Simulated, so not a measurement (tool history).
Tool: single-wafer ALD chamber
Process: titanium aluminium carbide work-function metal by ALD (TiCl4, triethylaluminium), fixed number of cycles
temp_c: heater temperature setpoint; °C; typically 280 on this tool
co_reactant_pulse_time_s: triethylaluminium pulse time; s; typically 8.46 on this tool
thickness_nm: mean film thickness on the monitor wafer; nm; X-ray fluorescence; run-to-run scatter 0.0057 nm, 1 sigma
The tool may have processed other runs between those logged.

run    hour  temp_c  co_reactant_pulse_time_s  read-back reference wafer on the same gauge, thickness_nm  thickness_nm
  1       0     288                      10.5                                                       1.54         1.818
  2    54.5     274                       9.5                                                       1.54         1.662
  3   109.4     274                       9.5                                                       1.54         1.657
  4   317.7     280                      8.46                                                       1.54         1.689
  5     405     280                      8.46                                                       1.54          1.68
      439.6  -- triethylaluminium bottle replaced
  6   492.6     280                      8.46                                                       1.54         1.682
  7   765.7     280                     10.45                                                      1.542         1.695
      783.5  -- showerhead replaced
  8   806.1     280                     10.45                                                      1.541         1.698
      818.1  -- thermocouple changed; heater temperature recalibrated
  9   892.6     280                     10.45                                                      1.541         1.753
 10   988.3     280                      8.46                                                      1.539         1.714
 11    1041     280                      8.46                                                      1.541         1.705
     1064.8  -- gauge calibrated
 12  1093.9     280                      8.46                                                      1.539         1.718
 13  1144.8     280                      5.66                                                      1.541         1.629
 14  1223.4     280                       7.5                                                      1.541         1.682
 15  1331.2     280                      8.46                                                      1.541         1.719
 16  1374.7     284                      6.33                                                      1.542         1.676
     1410.4  -- triethylaluminium bottle replaced
 17  1467.1     280                      5.36                                                      1.541         1.606
 18  1518.2     280                      9.33                                                       1.54         1.725
 19  1575.9     280                     11.21                                                      1.538         1.745
 20  1653.8     270                     10.38                                                       1.54         1.641
 21    1702     280                     10.05                                                      1.541         1.734
 22  1790.6     280                      8.46                                                      1.541         1.705
 23  1855.5     272                      5.47                                                       1.54         1.543
 24  1941.7     292                      6.25                                                      1.542         1.731

Below are 3 alternative next runs, each starting from the tool's condition after run 24. Predict each:
  A  1942.1     280                     11.19                                                          ?             ?
  B  1942.1     267                      5.73                                                          ?             ?
  C  1942.1     270                      6.74                                                          ?             ?

run  read-back reference wafer on the same gauge, thickness_nm  thickness_nm
  A                                                      1.541         1.744
  B                                                      1.541         1.504
  C                                                      1.541         1.564
What these runs would have given with no unlogged condition in the tool:
run  thickness_nm
  A          1.75
  B         1.509
  C          1.57
